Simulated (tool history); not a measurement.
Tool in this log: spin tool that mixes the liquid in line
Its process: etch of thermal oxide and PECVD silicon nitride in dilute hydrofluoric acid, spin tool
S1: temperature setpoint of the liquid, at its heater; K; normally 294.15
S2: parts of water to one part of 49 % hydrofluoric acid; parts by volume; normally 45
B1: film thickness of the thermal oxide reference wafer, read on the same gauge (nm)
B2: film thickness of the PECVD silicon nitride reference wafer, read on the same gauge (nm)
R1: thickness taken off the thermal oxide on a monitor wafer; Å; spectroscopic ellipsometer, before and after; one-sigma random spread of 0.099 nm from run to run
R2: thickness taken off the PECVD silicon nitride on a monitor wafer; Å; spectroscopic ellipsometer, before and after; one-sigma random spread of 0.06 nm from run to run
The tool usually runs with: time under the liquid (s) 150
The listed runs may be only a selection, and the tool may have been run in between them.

{"run": 1, "hour": 0.0, "S1": 294.15, "S2": 45, "time under the liquid (s)": 150, "B1": 60.0, "B2": 139.97, "R1": 172.5, "R2": 95.2}
{"run": 2, "hour": 14.8, "S1": 294.15, "S2": 45, "time under the liquid (s)": 105, "B1": 59.98, "B2": 140.02, "R1": 120.7, "R2": 66.8}
{"run": 3, "hour": 45.1, "S1": 294.15, "S2": 45, "time under the liquid (s)": 150, "B1": 60.02, "B2": 140.0, "R1": 172.1, "R2": 95.5}
{"run": 4, "hour": 80.0, "S1": 294.15, "S2": 45, "time under the liquid (s)": 150, "B1": 60.01, "B2": 140.0, "R1": 172.6, "R2": 95.2}
{"run": 5, "hour": 111.8, "S1": 294.15, "S2": 45, "time under the liquid (s)": 150, "B1": 60.02, "B2": 140.0, "R1": 171.4, "R2": 96.1}
{"run": 6, "hour": 129.7, "S1": 294.15, "S2": 45, "time under the liquid (s)": 150, "B1": 59.99, "B2": 140.0, "R1": 172.3, "R2": 95.9}
{"run": 7, "hour": 144.9, "S1": 294.15, "S2": 30, "time under the liquid (s)": 105, "B1": 60.0, "B2": 140.01, "R1": 185.8, "R2": 97.7}
{"run": 8, "hour": 171.6, "S1": 294.15, "S2": 35, "time under the liquid (s)": 150, "B1": 60.0, "B2": 139.99, "R1": 220.9, "R2": 121.4}
{"run": 9, "hour": 245.5, "S1": 298.65, "S2": 35, "time under the liquid (s)": 150, "B1": 60.0, "B2": 139.97, "R1": 270.6, "R2": 165.9}
{"run": 10, "hour": 269.5, "S1": 294.15, "S2": 55, "time under the liquid (s)": 60, "B1": 59.99, "B2": 139.95, "R1": 55.4, "R2": 31.1}
{"run": 11, "hour": 305.1, "S1": 297.15, "S2": 55, "time under the liquid (s)": 85, "B1": 60.0, "B2": 139.96, "R1": 90.1, "R2": 54.4}
{"run": 12, "hour": 317.7, "S1": 294.15, "S2": 45, "time under the liquid (s)": 65, "B1": 59.99, "B2": 139.97, "R1": 74.5, "R2": 41.4}
{"run": 13, "hour": 346.9, "S1": 294.15, "S2": 45, "time under the liquid (s)": 150, "B1": 60.0, "B2": 140.04, "R1": 172.6, "R2": 95.4}
{"run": 14, "hour": 371.3, "S1": 298.15, "S2": 30, "time under the liquid (s)": 105, "B1": 60.03, "B2": 139.97, "R1": 217.8, "R2": 130.5}
{"run": 15, "hour": 383.9, "S1": 294.15, "S2": 45, "time under the liquid (s)": 75, "B1": 59.99, "B2": 140.04, "R1": 85.7, "R2": 47.4}
{"run": 16, "hour": 418.2, "S1": 294.15, "S2": 45, "time under the liquid (s)": 75, "B1": 59.99, "B2": 139.98, "R1": 85.5, "R2": 47.3}
{"run": 17, "hour": 440.7, "S1": 294.15, "S2": 45, "time under the liquid (s)": 150, "B1": 60.0, "B2": 140.0, "R1": 173.0, "R2": 94.0}
{"run": 18, "hour": 459.7, "S1": 291.65, "S2": 60, "time under the liquid (s)": 220, "B1": 59.99, "B2": 140.0, "R1": 168.7, "R2": 89.8}
{"run": 19, "hour": 479.5, "S1": 294.15, "S2": 45, "time under the liquid (s)": 150, "B1": 59.97, "B2": 139.99, "R1": 171.4, "R2": 94.7}
{"run": 20, "hour": 507.0, "S1": 294.15, "S2": 45, "time under the liquid (s)": 150, "B1": 59.96, "B2": 139.96, "R1": 171.9, "R2": 96.0}
{"run": 21, "hour": 531.2, "S1": 290.15, "S2": 55, "time under the liquid (s)": 100, "B1": 59.99, "B2": 140.02, "R1": 77.7, "R2": 39.4}
{"run": 22, "hour": 556.4, "S1": 298.15, "S2": 45, "time under the liquid (s)": 150, "B1": 60.01, "B2": 140.06, "R1": 204.3, "R2": 124.9}
{"run": 23, "hour": 579.9, "S1": 294.15, "S2": 55, "time under the liquid (s)": 185, "B1": 60.0, "B2": 140.0, "R1": 171.4, "R2": 96.0}
{"run": 24, "hour": 600.4, "S1": 290.15, "S2": 35, "time under the liquid (s)": 150, "B1": 59.97, "B2": 139.99, "R1": 189.3, "R2": 92.1}
{"run": 25, "hour": 624.4, "S1": 294.15, "S2": 45, "time under the liquid (s)": 150, "B1": 59.99, "B2": 140.0, "R1": 171.6, "R2": 94.9}

Removed from this log: 3 entries logged between the listed runs. Between which two listed runs does each belong, and how does the tool's hidden state at the listed run before it compare with that at the listed run after it?
Between runs 11 and 12: thermometer replaced (hour 317.2)
  no difference in the tool's unlogged condition between these two runs
Between runs 15 and 16: hydrofluoric acid flow meter replaced (hour 404.1)
  no difference in the tool's unlogged condition between these two runs
Between runs 16 and 17: gauge calibrated (hour 427.4)
  no difference in the tool's unlogged condition between these two runs
